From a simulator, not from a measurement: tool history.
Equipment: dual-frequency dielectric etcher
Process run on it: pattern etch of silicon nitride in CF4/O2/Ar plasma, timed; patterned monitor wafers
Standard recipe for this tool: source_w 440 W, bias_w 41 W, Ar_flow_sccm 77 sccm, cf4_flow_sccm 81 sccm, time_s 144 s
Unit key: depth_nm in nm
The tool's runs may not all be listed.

| run | hour | source_w | bias_w | Ar_flow_sccm | cf4_flow_sccm | time_s | read-back reference wafer on the same gauge, depth_nm | depth_nm |
|---|---|---|---|---|---|---|---|---|
| 1 | 0 | 440 | 41 | 77 | 81 | 144 | 221.1 | 247.3 |
| 2 | 0.4 | 440 | 41 | 77 | 81 | 144 | 220.8 | 247.5 |
| 3 | 0.7 | 440 | 41 | 77 | 81 | 144 | 221 | 247.6 |
| 4 | 2.9 | 440 | 41 | 77 | 81 | 144 | 220.9 | 247.5 |
| 5 | 10.1 | 440 | 41 | 77 | 81 | 144 | 221 | 247.7 |
| 6 | 48 | 440 | 41 | 77 | 81 | 144 | 221.1 | 248.5 |
| 7 | 48.4 | 350 | 41 | 84 | 81 | 133 | 221.1 | 176 |
| 8 | 48.7 | 440 | 41 | 88 | 71 | 144 | 221 | 234.7 |
| 9 | 49.1 | 440 | 41 | 87 | 95 | 177 | 221 | 308.2 |
| 10 | 54.1 | 440 | 39 | 77 | 81 | 144 | 220.9 | 244 |
| 11 | 61.7 | 440 | 41 | 77 | 81 | 144 | 220.9 | 247.3 |
| 12 | 77.3 | 440 | 41 | 77 | 81 | 144 | 221.1 | 248.1 |
| 13 | 89.1 | 440 | 38 | 77 | 81 | 158 | 221 | 267 |
| 14 | 102.2 | 440 | 41 | 77 | 81 | 144 | 221 | 248.9 |
| 15 | 117.4 | 440 | 41 | 77 | 81 | 144 | 221 | 248.2 |
| 16 | 134 | 440 | 41 | 91 | 81 | 167 | 220.9 | 279.3 |
| 17 | 152.1 | 330 | 38 | 87 | 81 | 144 | 221 | 174 |
| 18 | 194.4 | 440 | 49 | 92 | 81 | 144 | 221.1 | 253.3 |
| 19 | 202 | 440 | 41 | 77 | 81 | 174 | 221 | 301.5 |
| 20 | 214.6 | 440 | 41 | 86 | 64 | 155.5 | 221.1 | 248.2 |
| 21 | 229.6 | 440 | 41 | 77 | 81 | 144 | 221 | 249.2 |

The log once held 6 entries between its listed runs, left out of this copy. Where does each go, and what is different about the tool's unlogged condition between the listed run before it and the listed run after it?
Between runs 5 and 6: Ar flow controller replaced (hour 26.3); upper electrode replaced (hour 47.5)
  etch rate over this chamber's usual, %: 0.0111 -> 0.112
  measured less the result without the state, depth_nm: +0 -> +0.2 nm
Between runs 11 and 12: bias power generator calibrated (hour 76.8)
  etch rate over this chamber's usual, %: 0.149 -> 0.191
  measured less the result without the state, depth_nm: +0.4 -> +0.5 nm
Between runs 12 and 13: gauge calibrated (hour 77.8); source power generator calibrated (hour 88.6)
  etch rate over this chamber's usual, %: 0.191 -> 0.222
  measured less the result without the state, depth_nm: +0.5 -> +0.6 nm
Between runs 16 and 17: CF4 flow controller replaced (hour 151.6)
  etch rate over this chamber's usual, %: 0.342 -> 0.391
  measured less the result without the state, depth_nm: +0.9 -> +0.7 nm

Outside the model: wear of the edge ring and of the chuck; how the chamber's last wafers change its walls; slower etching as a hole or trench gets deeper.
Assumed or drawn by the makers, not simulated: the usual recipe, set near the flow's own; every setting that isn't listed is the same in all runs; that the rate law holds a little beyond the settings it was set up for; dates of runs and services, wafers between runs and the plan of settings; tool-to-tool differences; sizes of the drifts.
